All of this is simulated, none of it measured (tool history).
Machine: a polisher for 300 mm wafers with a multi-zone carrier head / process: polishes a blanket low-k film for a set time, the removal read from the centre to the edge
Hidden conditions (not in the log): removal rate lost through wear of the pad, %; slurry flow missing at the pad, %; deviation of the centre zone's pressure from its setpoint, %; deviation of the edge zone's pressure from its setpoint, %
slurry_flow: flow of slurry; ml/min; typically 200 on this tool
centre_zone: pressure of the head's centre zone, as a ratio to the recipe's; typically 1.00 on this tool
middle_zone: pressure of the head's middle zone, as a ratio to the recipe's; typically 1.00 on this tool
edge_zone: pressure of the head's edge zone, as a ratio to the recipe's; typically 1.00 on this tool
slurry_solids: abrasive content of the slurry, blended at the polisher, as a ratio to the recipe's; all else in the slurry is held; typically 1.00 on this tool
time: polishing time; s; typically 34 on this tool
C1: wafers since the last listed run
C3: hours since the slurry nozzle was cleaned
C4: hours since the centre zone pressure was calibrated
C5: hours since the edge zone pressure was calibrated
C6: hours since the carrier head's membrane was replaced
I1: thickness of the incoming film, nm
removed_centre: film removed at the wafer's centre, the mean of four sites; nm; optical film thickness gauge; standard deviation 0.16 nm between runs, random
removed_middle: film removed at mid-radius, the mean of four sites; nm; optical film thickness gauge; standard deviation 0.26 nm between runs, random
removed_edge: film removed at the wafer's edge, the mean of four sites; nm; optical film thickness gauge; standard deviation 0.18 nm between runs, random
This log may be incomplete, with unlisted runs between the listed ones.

{"run": 1, "hour": 0.0, "slurry_flow": 200, "centre_zone": 1.0, "middle_zone": 1.0, "edge_zone": 1.0, "slurry_solids": 1.0, "time": 34, "C1": 0, "wafers polished on this pad": 1867, "C3": 38.6, "C4": 112.8, "C5": 138.7, "C6": 1135.8, "I1": 642.8, "removed_centre": 20.4, "removed_middle": 19.2, "removed_edge": 19.9}
{"hour": 18.9, "done": "worn pad replaced by a new one"}
{"run": 2, "hour": 19.4, "slurry_flow": 200, "centre_zone": 1.0, "middle_zone": 1.0, "edge_zone": 0.96, "slurry_solids": 0.8, "time": 44, "C1": 163, "wafers polished on this pad": 5, "C3": 58.0, "C4": 132.2, "C5": 158.1, "C6": 1155.2, "I1": 644.1, "removed_centre": 24.8, "removed_middle": 23.0, "removed_edge": 23.9}
{"run": 3, "hour": 41.8, "slurry_flow": 230, "centre_zone": 1.0, "middle_zone": 1.0, "edge_zone": 1.0, "slurry_solids": 1.0, "time": 25, "C1": 238, "wafers polished on this pad": 243, "C3": 80.4, "C4": 154.6, "C5": 180.5, "C6": 1177.6, "I1": 640.5, "removed_centre": 15.6, "removed_middle": 14.2, "removed_edge": 15.1}
{"run": 4, "hour": 72.7, "slurry_flow": 200, "centre_zone": 1.0, "middle_zone": 1.0, "edge_zone": 1.0, "slurry_solids": 1.0, "time": 34, "C1": 328, "wafers polished on this pad": 571, "C3": 111.3, "C4": 185.5, "C5": 211.4, "C6": 1208.5, "I1": 640.0, "removed_centre": 20.6, "removed_middle": 18.9, "removed_edge": 19.9}
{"run": 5, "hour": 105.0, "slurry_flow": 200, "centre_zone": 1.0, "middle_zone": 0.97, "edge_zone": 0.96, "slurry_solids": 1.0, "time": 34, "C1": 343, "wafers polished on this pad": 915, "C3": 143.6, "C4": 217.8, "C5": 243.7, "C6": 1240.8, "I1": 639.8, "removed_centre": 20.1, "removed_middle": 18.4, "removed_edge": 19.6}
{"hour": 146.8, "done": "carrier head's membrane replaced by a new one"}
{"hour": 160.4, "done": "centre zone pressure recalibrated"}
{"run": 6, "hour": 185.7, "slurry_flow": 200, "centre_zone": 1.0, "middle_zone": 1.0, "edge_zone": 1.0, "slurry_solids": 1.0, "time": 34, "C1": 783, "wafers polished on this pad": 1698, "C3": 224.3, "C4": 25.3, "C5": 324.4, "C6": 38.9, "I1": 657.0, "removed_centre": 19.8, "removed_middle": 19.0, "removed_edge": 19.8}
{"run": 7, "hour": 203.1, "slurry_flow": 200, "centre_zone": 1.0, "middle_zone": 1.0, "edge_zone": 1.0, "slurry_solids": 1.0, "time": 34, "C1": 184, "wafers polished on this pad": 1883, "C3": 241.7, "C4": 42.7, "C5": 341.8, "C6": 56.3, "I1": 641.5, "removed_centre": 19.9, "removed_middle": 18.6, "removed_edge": 19.6}
{"hour": 214.8, "done": "worn pad replaced by a new one"}
{"run": 8, "hour": 223.1, "slurry_flow": 255, "centre_zone": 1.0, "middle_zone": 0.97, "edge_zone": 1.0, "slurry_solids": 1.0, "time": 34, "C1": 170, "wafers polished on this pad": 87, "C3": 261.7, "C4": 62.7, "C5": 361.8, "C6": 76.3, "I1": 648.0, "removed_centre": 20.7, "removed_middle": 18.9, "removed_edge": 20.2}
{"run": 9, "hour": 241.9, "slurry_flow": 200, "centre_zone": 1.0, "middle_zone": 1.0, "edge_zone": 1.0, "slurry_solids": 1.15, "time": 34, "C1": 199, "wafers polished on this pad": 287, "C3": 280.5, "C4": 81.5, "C5": 380.6, "C6": 95.1, "I1": 647.2, "removed_centre": 20.6, "removed_middle": 19.6, "removed_edge": 20.4}
{"run": 10, "hour": 276.1, "slurry_flow": 150, "centre_zone": 1.1, "middle_zone": 1.06, "edge_zone": 1.0, "slurry_solids": 1.0, "time": 39, "C1": 363, "wafers polished on this pad": 651, "C3": 314.7, "C4": 115.7, "C5": 414.8, "C6": 129.3, "I1": 657.0, "removed_centre": 23.4, "removed_middle": 21.3, "removed_edge": 21.2}
{"run": 11, "hour": 298.8, "slurry_flow": 265, "centre_zone": 1.05, "middle_zone": 1.04, "edge_zone": 1.0, "slurry_solids": 1.0, "time": 28, "C1": 241, "wafers polished on this pad": 892, "C3": 337.4, "C4": 138.4, "C5": 437.5, "C6": 152.0, "I1": 654.1, "removed_centre": 18.2, "removed_middle": 16.7, "removed_edge": 16.5}
{"run": 12, "hour": 311.1, "slurry_flow": 200, "centre_zone": 1.0, "middle_zone": 0.9, "edge_zone": 1.05, "slurry_solids": 0.75, "time": 42, "C1": 130, "wafers polished on this pad": 1023, "C3": 349.7, "C4": 150.7, "C5": 449.8, "C6": 164.3, "I1": 646.8, "removed_centre": 22.7, "removed_middle": 19.5, "removed_edge": 22.6}
{"run": 13, "hour": 342.4, "slurry_flow": 200, "centre_zone": 1.0, "middle_zone": 1.0, "edge_zone": 1.0, "slurry_solids": 1.0, "time": 34, "C1": 332, "wafers polished on this pad": 1355, "C3": 381.0, "C4": 182.0, "C5": 481.1, "C6": 195.6, "I1": 660.1, "removed_centre": 20.3, "removed_middle": 18.4, "removed_edge": 19.3}
{"run": 14, "hour": 374.4, "slurry_flow": 235, "centre_zone": 1.0, "middle_zone": 0.92, "edge_zone": 1.0, "slurry_solids": 1.0, "time": 34, "C1": 340, "wafers polished on this pad": 1695, "C3": 413.0, "C4": 214.0, "C5": 513.1, "C6": 227.6, "I1": 650.6, "removed_centre": 20.9, "removed_middle": 17.7, "removed_edge": 19.7}
{"run": 15, "hour": 396.1, "slurry_flow": 170, "centre_zone": 0.91, "middle_zone": 1.09, "edge_zone": 1.0, "slurry_solids": 1.0, "time": 34, "C1": 230, "wafers polished on this pad": 1926, "C3": 434.7, "C4": 235.7, "C5": 534.8, "C6": 249.3, "I1": 663.9, "removed_centre": 17.9, "removed_middle": 19.4, "removed_edge": 18.8}
{"run": 16, "hour": 426.5, "slurry_flow": 240, "centre_zone": 0.89, "middle_zone": 1.0, "edge_zone": 1.0, "slurry_solids": 1.0, "time": 34, "C1": 323, "wafers polished on this pad": 2249, "C3": 465.1, "C4": 266.1, "C5": 565.2, "C6": 279.7, "I1": 646.3, "removed_centre": 18.6, "removed_middle": 19.3, "removed_edge": 19.7}
{"run": 17, "hour": 455.8, "slurry_flow": 200, "centre_zone": 1.0, "middle_zone": 1.0, "edge_zone": 1.0, "slurry_solids": 1.0, "time": 34, "C1": 311, "wafers polished on this pad": 2561, "C3": 494.4, "C4": 295.4, "C5": 594.5, "C6": 309.0, "I1": 664.7, "removed_centre": 20.4, "removed_middle": 18.4, "removed_edge": 19.6}
{"hour": 460.2, "done": "centre zone pressure recalibrated"}
{"hour": 464.6, "done": "worn pad replaced by a new one"}
{"run": 18, "hour": 477.6, "slurry_flow": 200, "centre_zone": 1.0, "middle_zone": 1.0, "edge_zone": 1.08, "slurry_solids": 1.0, "time": 34, "C1": 167, "wafers polished on this pad": 137, "C3": 516.2, "C4": 17.4, "C5": 616.3, "C6": 330.8, "I1": 650.4, "removed_centre": 19.2, "removed_middle": 18.3, "removed_edge": 19.8}
{"run": 19, "hour": 492.8, "slurry_flow": 200, "centre_zone": 0.94, "middle_zone": 1.0, "edge_zone": 1.0, "slurry_solids": 1.0, "time": 34, "C1": 161, "wafers polished on this pad": 299, "C3": 531.4, "C4": 32.6, "C5": 631.5, "C6": 346.0, "I1": 652.9, "removed_centre": 18.0, "removed_middle": 18.9, "removed_edge": 19.2}
{"hour": 504.8, "done": "slurry nozzle cleaned"}
{"run": 20, "hour": 528.0, "slurry_flow": 175, "centre_zone": 0.97, "middle_zone": 1.08, "edge_zone": 0.91, "slurry_solids": 1.0, "time": 34, "C1": 363, "wafers polished on this pad": 662, "C3": 23.2, "C4": 67.8, "C5": 666.7, "C6": 381.2, "I1": 655.5, "removed_centre": 19.4, "removed_middle": 20.6, "removed_edge": 18.8}
{"run": 21, "hour": 542.6, "slurry_flow": 200, "centre_zone": 1.0, "middle_zone": 1.0, "edge_zone": 0.91, "slurry_solids": 1.15, "time": 30, "C1": 155, "wafers polished on this pad": 817, "C3": 37.8, "C4": 82.4, "C5": 681.3, "C6": 395.8, "I1": 644.8, "removed_centre": 18.8, "removed_middle": 17.6, "removed_edge": 17.7}
{"run": 22, "hour": 567.3, "slurry_flow": 200, "centre_zone": 1.0, "middle_zone": 1.0, "edge_zone": 1.0, "slurry_solids": 1.0, "time": 34, "C1": 262, "wafers polished on this pad": 1080, "C3": 62.5, "C4": 107.1, "C5": 706.0, "C6": 420.5, "I1": 649.0, "removed_centre": 20.4, "removed_middle": 19.2, "removed_edge": 19.9}

Below are 4 alternative next runs, each starting from the tool's condition after run 22. Predict each:
{"run": "A", "hour": 567.7, "slurry_flow": 200, "centre_zone": 1.0, "middle_zone": 1.0, "edge_zone": 1.0, "slurry_solids": 1.0, "time": 34, "C1": 4, "wafers polished on this pad": 1084, "C3": 62.9, "C4": 107.5, "C5": 706.4, "C6": 420.9, "I1": 647.0, "removed_centre": "?", "removed_middle": "?", "removed_edge": "?"}
{"run": "B", "hour": 567.7, "slurry_flow": 200, "centre_zone": 0.92, "middle_zone": 1.0, "edge_zone": 1.0, "slurry_solids": 1.0, "time": 34, "C1": 4, "wafers polished on this pad": 1084, "C3": 62.9, "C4": 107.5, "C5": 706.4, "C6": 420.9, "I1": 647.0, "removed_centre": "?", "removed_middle": "?", "removed_edge": "?"}
{"run": "C", "hour": 567.7, "slurry_flow": 135, "centre_zone": 0.94, "middle_zone": 1.0, "edge_zone": 1.0, "slurry_solids": 1.0, "time": 34, "C1": 4, "wafers polished on this pad": 1084, "C3": 62.9, "C4": 107.5, "C5": 706.4, "C6": 420.9, "I1": 647.0, "removed_centre": "?", "removed_middle": "?", "removed_edge": "?"}
{"run": "D", "hour": 567.7, "slurry_flow": 200, "centre_zone": 1.0, "middle_zone": 0.89, "edge_zone": 1.0, "slurry_solids": 1.0, "time": 34, "C1": 4, "wafers polished on this pad": 1084, "C3": 62.9, "C4": 107.5, "C5": 706.4, "C6": 420.9, "I1": 647.0, "removed_centre": "?", "removed_middle": "?", "removed_edge": "?"}

run=A removed_centre=20.4 removed_middle=19.0 removed_edge=20.0
run=B removed_centre=18.7 removed_middle=19.0 removed_edge=20.0
run=C removed_centre=17.3 removed_middle=17.4 removed_edge=18.8
run=D removed_centre=20.3 removed_middle=17.2 removed_edge=20.1
Without the tool's unlogged condition, the same runs would have read:
run=A removed_centre=20.3 removed_middle=19.3 removed_edge=20.3
run=B removed_centre=18.7 removed_middle=19.3 removed_edge=20.3
run=C removed_centre=17.4 removed_middle=17.9 removed_edge=19.2
run=D removed_centre=20.3 removed_middle=17.5 removed_edge=20.3

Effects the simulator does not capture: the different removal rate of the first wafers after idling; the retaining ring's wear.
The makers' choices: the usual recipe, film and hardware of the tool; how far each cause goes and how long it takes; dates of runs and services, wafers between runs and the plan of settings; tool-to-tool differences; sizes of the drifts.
